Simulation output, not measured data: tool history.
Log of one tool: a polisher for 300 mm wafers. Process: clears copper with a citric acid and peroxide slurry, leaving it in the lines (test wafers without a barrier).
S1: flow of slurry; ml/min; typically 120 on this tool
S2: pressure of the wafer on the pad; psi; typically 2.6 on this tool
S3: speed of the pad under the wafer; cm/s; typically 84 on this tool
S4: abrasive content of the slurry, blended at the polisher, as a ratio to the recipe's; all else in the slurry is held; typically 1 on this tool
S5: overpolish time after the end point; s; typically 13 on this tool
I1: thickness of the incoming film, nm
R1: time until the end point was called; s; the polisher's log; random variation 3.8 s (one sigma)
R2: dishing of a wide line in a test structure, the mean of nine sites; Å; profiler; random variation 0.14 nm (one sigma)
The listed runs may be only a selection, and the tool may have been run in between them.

Run 1, day 0: usual settings but S3 68 cm/s; I1 266.1. Result: R1 249.4 s, R2 108 Å.
At day 1.171: slurry nozzle cleaned.
Run 2, day 2.488: usual settings but S3 68 cm/s; I1 262.7. Result: R1 248.8 s, R2 103 Å.
Run 3, day 4.55: usual settings but S4 0.8; I1 268.5. Result: R1 251.5 s, R2 110 Å.
Run 4, day 5.854: usual settings but S4 0.8; I1 266.3. Result: R1 234 s, R2 107 Å.
Run 5, day 7.325: usual settings; I1 266.5. Result: R1 231 s, R2 110 Å.
Run 6, day 8.692: usual settings but S1 95 ml/min, S2 2.1 psi, S5 6 s; I1 263.8. Result: R1 261.2 s, R2 52 Å.
At day 8.942: worn pad replaced by a new one.
Run 7, day 9.879: usual settings; I1 263.9. Result: R1 235.9 s, R2 112 Å.
At day 12.029: slurry blender recalibrated.
Run 8, day 14.246: usual settings; I1 267.2. Result: R1 222.6 s, R2 117 Å.
Run 9, day 15.525: usual settings but S4 0.75; I1 267.2. Result: R1 237.7 s, R2 110 Å.
Run 10, day 16.512: usual settings but S2 2.1 psi, S3 58 cm/s; I1 262.8. Result: R1 294.1 s, R2 92 Å.
Run 11, day 17.392: usual settings but S2 3.2 psi, S4 1.1, S5 10 s; I1 261.4. Result: R1 194.2 s, R2 102 Å.
Run 12, day 18.454: usual settings but S3 108 cm/s; I1 263.4. Result: R1 186 s, R2 132 Å.
Run 13, day 19.8: usual settings but S1 95 ml/min, S3 106 cm/s; I1 265.5. Result: R1 206.6 s, R2 125 Å.
At day 20.658: worn pad replaced by a new one.
Run 14, day 20.954: usual settings but S1 145 ml/min; I1 269.2. Result: R1 231 s, R2 118 Å.
At day 21.271: head pressure recalibrated.
Run 15, day 21.938: usual settings but S2 3.1 psi, S5 10 s; I1 266.1. Result: R1 209.6 s, R2 98 Å.
Run 16, day 24.254: usual settings but S5 6 s; I1 263. Result: R1 221.7 s, R2 58 Å.
At day 25.421: slurry blender recalibrated.
Run 17, day 25.571: usual settings; I1 263.8. Result: R1 206.9 s, R2 123 Å.
At day 26.333: slurry nozzle cleaned.
Run 18, day 26.758: usual settings but S1 85 ml/min, S2 1.7 psi, S4 1.2, S5 16 s; I1 266. Result: R1 256.9 s, R2 124 Å.
Run 19, day 27.638: usual settings but S3 114 cm/s, S4 0.9; I1 266.1. Result: R1 182.3 s, R2 134 Å.
Run 20, day 28.746: usual settings but S4 0.8, S5 20 s; I1 260.3. Result: R1 235.3 s, R2 158 Å.
Run 21, day 29.912: usual settings but S5 10 s; I1 263.8. Result: R1 220.7 s, R2 91 Å.
Run 22, day 31.342: usual settings but S4 0.9; I1 265.6. Result: R1 234.2 s, R2 114 Å.
At day 32: worn pad replaced by a new one.
Run 23, day 32.096: usual settings but S4 1.2, S5 16 s; I1 266.1. Result: R1 217.8 s, R2 139 Å.
Run 24, day 33.458: usual settings; I1 262.1. Result: R1 223.6 s, R2 114 Å.
Run 25, day 34.4: usual settings but S2 2.9 psi, S3 54 cm/s; I1 266.8. Result: R1 282.7 s, R2 98 Å.
At day 36.204: slurry blender recalibrated.
Run 26, day 38.433: usual settings but S2 2.4 psi, S3 96 cm/s, S4 1.25, S5 9 s; I1 265.2. Result: R1 198.6 s, R2 94 Å.
Run 27, day 39.488: usual settings but S2 2.4 psi, S3 96 cm/s, S4 1.25, S5 9 s; I1 265.9. Result: R1 197.7 s, R2 93 Å.

How would selected steps in R1 from run to run divide? Give the signed amount a tool lacking its hidden state would still show from settings, what came in and random variation, and the signed amount left for the hidden state, including any gauge scatter that is not in both of the compared results.
Hidden state present: removal rate lost through wear of the pad, %; slurry flow missing at the pad, %; deviation of the head's pressure from its setpoint, %; abrasive missing from the slurry, %.
Run 10 -> 11: S2 2.1 -> 3.2, S3 58 -> 84, S4 1 -> 1.1, S5 13 -> 10. R1 -99.9 s: hidden state -4.9, all else -95.
Run 16 -> 17: S5 6 -> 13, slurry blender recalibrated. R1 -14.8 s: hidden state -19.6, all else +4.8.
Run 25 -> 26: S2 2.9 -> 2.4, S3 54 -> 96, S4 1 -> 1.25, S5 13 -> 9, slurry blender recalibrated. R1 -84.1 s: hidden state -18, all else -66.1.
